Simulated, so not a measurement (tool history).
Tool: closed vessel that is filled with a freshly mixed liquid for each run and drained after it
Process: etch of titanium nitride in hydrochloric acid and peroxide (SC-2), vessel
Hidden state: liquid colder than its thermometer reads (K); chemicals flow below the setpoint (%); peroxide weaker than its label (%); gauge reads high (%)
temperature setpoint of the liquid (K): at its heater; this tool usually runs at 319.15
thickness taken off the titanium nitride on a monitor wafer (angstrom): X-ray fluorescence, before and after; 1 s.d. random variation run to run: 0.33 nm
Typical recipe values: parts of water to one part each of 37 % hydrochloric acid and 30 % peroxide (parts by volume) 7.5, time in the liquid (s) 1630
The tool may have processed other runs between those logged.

run	hour	temperature setpoint of the liquid (K)	parts of water to one part each of 37 % hydrochloric acid and 30 % peroxide (parts by volume)	time in the liquid (s)	wafers since the last listed run	hours since the thermometer was replaced	hours since the chemicals flow meter was replaced	hours since the drum of peroxide was connected	hours since the gauge calibration	read-back film thickness of the titanium nitride reference wafer, read on the same gauge (nm)	thickness taken off the titanium nitride on a monitor wafer (angstrom)
1	0	319.15	7.5	1630	0	1423.2	1744.1	93.2	450.5	130	296.5
2	30.9	319.15	7.5	1630	829	1454.1	1775	124.1	481.4	130.01	298.9
3	56.5	319.15	7.5	1630	687	1479.7	1800.6	149.7	507	130	296.8
4	71.1	319.15	7.5	1630	392	1494.3	1815.2	164.3	521.6	130	301
5	89.5	319.15	7.5	1630	494	1512.7	1833.6	182.7	540	129.99	291.9
6	116	319.15	7.5	1630	711	1539.2	1860.1	209.2	566.5	130	293.9
7	132.8	319.15	7.5	1630	451	1556	1876.9	226	583.3	129.99	297.2
# hour 163.2: chemicals flow meter replaced
8	163.7	319.15	7.5	1630	802	1586.9	0.5	256.9	614.2	130.03	292.2
9	195.5	319.15	5.5	965	853	1618.7	32.3	288.7	646	130.02	221.5
10	222.4	319.15	7.5	1630	722	1645.6	59.2	315.6	672.9	130.01	295.1
11	239.6	319.15	6.5	800	461	1662.8	76.4	332.8	690.1	130	157.5
# hour 243.5: thermometer replaced
12	257.1	328.65	6.5	1630	443	13.6	93.9	350.3	707.6	129.97	700.7
13	287.3	319.15	6.5	800	810	43.8	124.1	380.5	737.8	129.97	181.1
14	309.4	319.15	4	1905	593	65.9	146.2	402.6	759.9	129.99	613
15	322.2	327.65	9.5	1630	343	78.7	159	415.4	772.7	130.03	471.1
16	358.1	311.15	8.5	1050	963	114.6	194.9	451.3	808.6	130.03	109.2
17	388.7	319.15	7.5	2575	821	145.2	225.5	481.9	839.2	130	522
18	410.7	319.15	8.5	1630	590	167.2	247.5	503.9	861.2	130	292.4
19	436	319.15	7.5	1630	679	192.5	272.8	529.2	886.5	129.98	328
# hour 457.7: gauge calibrated
20	471.4	319.15	4	2420	950	227.9	308.2	564.6	13.7	130.01	770.4
# hour 504.7: new drum of peroxide connected
21	505.5	324.15	9	990	888	262	342.3	0.8	47.8	130	240.2
22	531	319.15	7.5	1630	684	287.5	367.8	26.3	73.3	130	329.7
23	553.8	319.15	9.5	725	612	310.3	390.6	49.1	96.1	130	120.2
24	575.2	319.15	7.5	1630	574	331.7	412	70.5	117.5	130	319.3
25	589.5	319.15	4	2135	383	346	426.3	84.8	131.8	130.01	674.5
26	616.8	325.65	9	1630	733	373.3	453.6	112.1	159.1	129.99	435.9
27	652.3	319.15	7.5	1630	953	408.8	489.1	147.6	194.6	130.02	320.5
28	669.3	329.15	7.5	1630	456	425.8	506.1	164.6	211.6	129.99	627.5
29	702.9	314.65	6	2565	902	459.4	539.7	198.2	245.2	129.98	436.5
30	724.2	319.15	7.5	1630	571	480.7	561	219.5	266.5	129.99	320

Hidden state, per run?
chemicals flow below the setpoint (%): 0 on each run
peroxide weaker than its label (%): 0 on each run
gauge reads high (%): 0 on each run
H1: liquid colder than its thermometer reads (K)
run	H1
1	1.81
2	1.85
3	1.87
4	1.89
5	1.91
6	1.94
7	1.96
8	1.99
9	2.03
10	2.06
11	2.08
12	0.262
13	0.295
14	0.32
15	0.334
16	0.374
17	0.407
18	0.432
19	0.459
20	0.499
21	0.536
22	0.564
23	0.589
24	0.613
25	0.629
26	0.659
27	0.698
28	0.717
29	0.754
30	0.777
